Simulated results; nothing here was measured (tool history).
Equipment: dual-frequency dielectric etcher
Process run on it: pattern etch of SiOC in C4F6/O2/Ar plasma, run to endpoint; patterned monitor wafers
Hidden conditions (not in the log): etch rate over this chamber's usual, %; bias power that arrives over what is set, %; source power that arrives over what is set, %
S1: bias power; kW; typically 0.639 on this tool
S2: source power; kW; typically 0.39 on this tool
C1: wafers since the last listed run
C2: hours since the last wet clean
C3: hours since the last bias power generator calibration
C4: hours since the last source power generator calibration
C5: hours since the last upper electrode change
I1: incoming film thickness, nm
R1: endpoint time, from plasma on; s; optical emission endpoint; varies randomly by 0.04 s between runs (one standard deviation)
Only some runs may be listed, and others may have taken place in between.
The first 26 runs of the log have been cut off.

run    hour     S1    S2    C1     C2      C3      C4      C5     I1   R1
     1860.7  -- wet clean of the chamber
 27    1905  0.742  0.33   591   44.3  1014.9   454.1   979.2  27.23  8.5
 28  2006.8  0.639  0.39  1184  146.1  1116.7   555.9    1081  27.28  8.4
 29  2079.4  0.741  0.39   845  218.7  1189.3   628.5  1153.6   27.2  8.1
 30  2144.5  0.569  0.48   757  283.8  1254.4   693.6  1218.7  27.19    8
     2354.2  -- wet clean of the chamber
 31  2367.3  0.639  0.39  2314   13.1  1477.2   916.4  1441.5  27.18  8.3
 32  2416.8  0.507  0.47   576   62.6  1526.7   965.9    1491  27.15  8.2
 33    2459  0.639  0.39   491  104.8  1568.9  1008.1  1533.2  26.99  8.3
 34  2524.2  0.742  0.39   758    170  1634.1  1073.3  1598.4   27.1    8
 35  2563.2  0.639  0.47   453    209  1673.1  1112.3  1637.4  27.33    8
 36  2642.6  0.639  0.39   924  288.4  1752.5  1191.7  1716.8  27.11  8.4

Predict each of these 3 candidate next runs independently; none follows another, all start after run 36:
  A  2643  0.639  0.39   4  288.8  1752.9  1192.1  1717.2  27.38   ?
  B  2643  0.555  0.47   4  288.8  1752.9  1192.1  1717.2  27.38   ?
  C  2643  0.589  0.35   4  288.8  1752.9  1192.1  1717.2  27.38   ?

run   R1
  A  8.4
  B  8.2
  C  8.8
The same runs, with their run-to-run variation unchanged, on a tool lacking any hidden condition would have given:
run   R1
  A  8.4
  B  8.2
  C  8.8
